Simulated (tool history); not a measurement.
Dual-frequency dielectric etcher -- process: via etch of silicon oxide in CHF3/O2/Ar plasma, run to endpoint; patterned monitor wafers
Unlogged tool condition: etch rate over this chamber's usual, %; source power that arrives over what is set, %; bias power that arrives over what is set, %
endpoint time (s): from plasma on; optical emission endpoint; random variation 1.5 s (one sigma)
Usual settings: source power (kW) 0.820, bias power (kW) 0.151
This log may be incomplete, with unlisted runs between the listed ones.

run    hour  source power (kW)  bias power (kW)  wafers since the last listed run  hours since the last wet clean  hours since the last source power generator calibration  hours since the last bias power generator calibration  hours since the last upper electrode change  incoming incoming film thickness, nm  endpoint time (s)
  1     0.0              0.820            0.151                                 0                           116.1                                                   2779.0                                                 3144.7                                       3762.7                                 411.4              204.5
  2    31.6              0.820            0.151                               117                           147.7                                                   2810.6                                                 3176.3                                       3794.3                                 410.4              204.6
  3    89.5              0.820            0.151                               215                           205.6                                                   2868.5                                                 3234.2                                       3852.2                                 408.4              204.9
  4   121.9              0.820            0.151                               120                           238.0                                                   2900.9                                                 3266.6                                       3884.6                                 407.7              207.8
  5   180.1              0.820            0.151                               217                           296.2                                                   2959.1                                                 3324.8                                       3942.8                                 411.1              206.0
      228.9  -- wet clean of the chamber
  6   389.7              0.820            0.151                               692                           160.8                                                   3168.7                                                 3534.4                                       4152.4                                 413.3              208.2
  7   423.9              0.820            0.151                               127                           195.0                                                   3202.9                                                 3568.6                                       4186.6                                 404.4              200.7
  8   488.0              0.820            0.151                               239                           259.1                                                   3267.0                                                 3632.7                                       4250.7                                 407.6              204.9
  9   558.8              0.820            0.151                               264                           329.9                                                   3337.8                                                 3703.5                                       4321.5                                 409.9              207.7
 10   597.9              0.820            0.151                               145                           369.0                                                   3376.9                                                 3742.6                                       4360.6                                 406.2              204.4
      662.6  -- wet clean of the chamber
 11   663.1              0.820            0.151                               153                             0.5                                                   3442.1                                                 3807.8                                       4425.8                                 413.1              210.2
      724.5  -- upper electrode replaced
 12   728.0              0.860            0.176                               152                            65.4                                                   3507.0                                                 3872.7                                          3.5                                 408.6              196.1
 13   760.5              0.860            0.176                               121                            97.9                                                   3539.5                                                 3905.2                                         36.0                                 413.5              198.5
 14   805.8              0.820            0.122                               168                           143.2                                                   3584.8                                                 3950.5                                         81.3                                 405.3              214.0
 15   835.1              0.820            0.151                               109                           172.5                                                   3614.1                                                 3979.8                                        110.6                                 406.9              207.8
      840.6  -- bias power generator calibrated
 16   897.4              0.820            0.151                               217                           234.8                                                   3676.4                                                   56.8                                        172.9                                 409.0              206.2
 17   932.2              0.650            0.187                               129                           269.6                                                   3711.2                                                   91.6                                        207.7                                 407.4              215.9
     1006.6  -- wet clean of the chamber
 18  1007.1              0.980            0.124                               189                             0.5                                                   3786.1                                                  166.5                                        282.6                                 409.8              198.7
 19  1009.8              0.820            0.151                                10                             3.2                                                   3788.8                                                  169.2                                        285.3                                 408.5              207.4
 20  1080.6              0.720            0.173                               264                            74.0                                                   3859.6                                                  240.0                                        356.1                                 410.2              211.4
 21  1119.1              0.820            0.151                               143                           112.5                                                   3898.1                                                  278.5                                        394.6                                 407.6              203.6
 22  1162.7              1.000            0.136                               162                           156.1                                                   3941.7                                                  322.1                                        438.2                                 406.8              192.4
 23  1215.9              0.820            0.165                               198                           209.3                                                   3994.9                                                  375.3                                        491.4                                 410.5              200.8
     1234.1  -- source power generator calibrated
 24  1244.5              0.880            0.128                                91                           237.9                                                     10.4                                                  403.9                                        520.0                                 407.6              203.3
 25  1308.2              0.770            0.141                               237                           301.6                                                     74.1                                                  467.6                                        583.7                                 407.2              212.4
     1343.5  -- wet clean of the chamber
 26  1374.3              0.930            0.151                               156                            30.8                                                    140.2                                                  533.7                                        649.8                                 413.9              197.2
 27  1422.0              0.820            0.151                               177                            78.5                                                    187.9                                                  581.4                                        697.5                                 408.9              205.5
 28  1475.6              0.920            0.151                               199                           132.1                                                    241.5                                                  635.0                                        751.1                                 407.9              195.2
 29  1538.6              0.820            0.151                               234                           195.1                                                    304.5                                                  698.0                                        814.1                                 407.0              203.6
 30  1581.1              0.820            0.151                               158                           237.6                                                    347.0                                                  740.5                                        856.6                                 405.3              204.6
 31  1647.6              0.990            0.161                               247                           304.1                                                    413.5                                                  807.0                                        923.1                                 406.1              184.8
     1681.5  -- wet clean of the chamber
 32  1704.0              0.720            0.131                               120                            22.5                                                    469.9                                                  863.4                                        979.5                                 410.1              225.8

Take each entry between the runs: how does the hidden state at the last listed run before it differ from the hidden state at the first listed run after it?
In the gap between runs 5 and 6: wet clean of the chamber (hour 228.9)
  no difference in the tool's unlogged condition between these two runs
In the gap between runs 10 and 11: wet clean of the chamber (hour 662.6)
  no difference in the tool's unlogged condition between these two runs
In the gap between runs 11 and 12: upper electrode replaced (hour 724.5)
  no difference in the tool's unlogged condition between these two runs
In the gap between runs 15 and 16: bias power generator calibrated (hour 840.6)
  no difference in the tool's unlogged condition between these two runs
In the gap between runs 17 and 18: wet clean of the chamber (hour 1006.6)
  no difference in the tool's unlogged condition between these two runs
In the gap between runs 23 and 24: source power generator calibrated (hour 1234.1)
  no difference in the tool's unlogged condition between these two runs
In the gap between runs 25 and 26: wet clean of the chamber (hour 1343.5)
  no difference in the tool's unlogged condition between these two runs
In the gap between runs 31 and 32: wet clean of the chamber (hour 1681.5)
  no difference in the tool's unlogged condition between these two runs

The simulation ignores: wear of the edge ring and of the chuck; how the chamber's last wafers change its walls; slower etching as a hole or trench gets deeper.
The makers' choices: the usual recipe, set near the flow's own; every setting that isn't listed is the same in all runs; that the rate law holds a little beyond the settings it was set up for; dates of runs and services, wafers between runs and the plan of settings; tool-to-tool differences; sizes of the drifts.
